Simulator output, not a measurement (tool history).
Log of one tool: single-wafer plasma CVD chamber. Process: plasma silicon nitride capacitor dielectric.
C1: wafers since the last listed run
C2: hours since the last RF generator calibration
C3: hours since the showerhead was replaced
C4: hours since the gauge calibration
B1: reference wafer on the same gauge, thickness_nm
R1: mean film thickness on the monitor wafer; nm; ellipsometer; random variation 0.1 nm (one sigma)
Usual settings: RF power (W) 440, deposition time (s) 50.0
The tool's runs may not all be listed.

{"run": 1, "hour": 0.0, "RF power (W)": 440, "deposition time (s)": 50.0, "C1": 0, "C2": 2099.8, "C3": 2546.5, "C4": 149.3, "B1": 77.415, "R1": 69.228}
{"run": 2, "hour": 48.1, "RF power (W)": 440, "deposition time (s)": 50.0, "C1": 655, "C2": 2147.9, "C3": 2594.6, "C4": 197.4, "B1": 77.363, "R1": 69.057}
{"run": 3, "hour": 75.3, "RF power (W)": 440, "deposition time (s)": 50.0, "C1": 370, "C2": 2175.1, "C3": 2621.8, "C4": 224.6, "B1": 77.292, "R1": 69.296}
{"run": 4, "hour": 137.9, "RF power (W)": 440, "deposition time (s)": 50.0, "C1": 852, "C2": 2237.7, "C3": 2684.4, "C4": 287.2, "B1": 77.215, "R1": 69.294}
{"run": 5, "hour": 165.6, "RF power (W)": 440, "deposition time (s)": 50.0, "C1": 377, "C2": 2265.4, "C3": 2712.1, "C4": 314.9, "B1": 77.152, "R1": 69.2}
{"run": 6, "hour": 195.5, "RF power (W)": 395, "deposition time (s)": 46.8, "C1": 407, "C2": 2295.3, "C3": 2742.0, "C4": 344.8, "B1": 77.198, "R1": 63.709}
{"hour": 292.2, "done": "showerhead replaced"}
{"run": 7, "hour": 363.5, "RF power (W)": 395, "deposition time (s)": 46.8, "C1": 2179, "C2": 2463.3, "C3": 71.3, "C4": 512.8, "B1": 77.068, "R1": 63.544}
{"run": 8, "hour": 388.9, "RF power (W)": 395, "deposition time (s)": 46.8, "C1": 345, "C2": 2488.7, "C3": 96.7, "C4": 538.2, "B1": 76.992, "R1": 63.363}
{"run": 9, "hour": 433.3, "RF power (W)": 390, "deposition time (s)": 50.0, "C1": 604, "C2": 2533.1, "C3": 141.1, "C4": 582.6, "B1": 76.911, "R1": 67.867}
{"run": 10, "hour": 482.2, "RF power (W)": 490, "deposition time (s)": 40.9, "C1": 666, "C2": 2582.0, "C3": 190.0, "C4": 631.5, "B1": 76.916, "R1": 57.344}
{"hour": 522.3, "done": "gauge calibrated"}
{"run": 11, "hour": 531.7, "RF power (W)": 525, "deposition time (s)": 54.7, "C1": 674, "C2": 2631.5, "C3": 239.5, "C4": 9.4, "B1": 77.637, "R1": 78.313}
{"run": 12, "hour": 566.8, "RF power (W)": 480, "deposition time (s)": 44.1, "C1": 478, "C2": 2666.6, "C3": 274.6, "C4": 44.5, "B1": 77.577, "R1": 62.199}
{"hour": 591.1, "done": "RF generator calibrated"}
{"run": 13, "hour": 601.8, "RF power (W)": 440, "deposition time (s)": 50.0, "C1": 367, "C2": 10.7, "C3": 309.6, "C4": 79.5, "B1": 77.516, "R1": 69.271}
{"run": 14, "hour": 630.3, "RF power (W)": 465, "deposition time (s)": 46.8, "C1": 388, "C2": 39.2, "C3": 338.1, "C4": 108.0, "B1": 77.453, "R1": 65.555}
{"run": 15, "hour": 658.7, "RF power (W)": 395, "deposition time (s)": 46.8, "C1": 386, "C2": 67.6, "C3": 366.5, "C4": 136.4, "B1": 77.453, "R1": 63.911}
{"run": 16, "hour": 704.0, "RF power (W)": 385, "deposition time (s)": 58.9, "C1": 617, "C2": 112.9, "C3": 411.8, "C4": 181.7, "B1": 77.502, "R1": 80.101}
{"run": 17, "hour": 749.6, "RF power (W)": 500, "deposition time (s)": 59.7, "C1": 621, "C2": 158.5, "C3": 457.4, "C4": 227.3, "B1": 77.352, "R1": 84.595}
{"run": 18, "hour": 806.8, "RF power (W)": 505, "deposition time (s)": 57.5, "C1": 779, "C2": 215.7, "C3": 514.6, "C4": 284.5, "B1": 77.329, "R1": 81.595}

4 ways to go on from here, each from the tool as it stands after run 18. What would each give?
{"run": "A", "hour": 807.2, "RF power (W)": 440, "deposition time (s)": 57.4, "C1": 5, "C2": 216.1, "C3": 515.0, "C4": 284.9, "B1": "?", "R1": "?"}
{"run": "B", "hour": 807.2, "RF power (W)": 525, "deposition time (s)": 54.1, "C1": 5, "C2": 216.1, "C3": 515.0, "C4": 284.9, "B1": "?", "R1": "?"}
{"run": "C", "hour": 807.2, "RF power (W)": 440, "deposition time (s)": 58.8, "C1": 5, "C2": 216.1, "C3": 515.0, "C4": 284.9, "B1": "?", "R1": "?"}
{"run": "D", "hour": 807.2, "RF power (W)": 510, "deposition time (s)": 50.0, "C1": 5, "C2": 216.1, "C3": 515.0, "C4": 284.9, "B1": "?", "R1": "?"}

run=A B1=77.341 R1=79.635
run=B B1=77.341 R1=77.270
run=C B1=77.341 R1=81.577
run=D B1=77.341 R1=71.063
Without the tool's hidden state the same runs would have given:
run=A R1=79.813
run=B R1=77.442
run=C R1=81.759
run=D R1=71.221
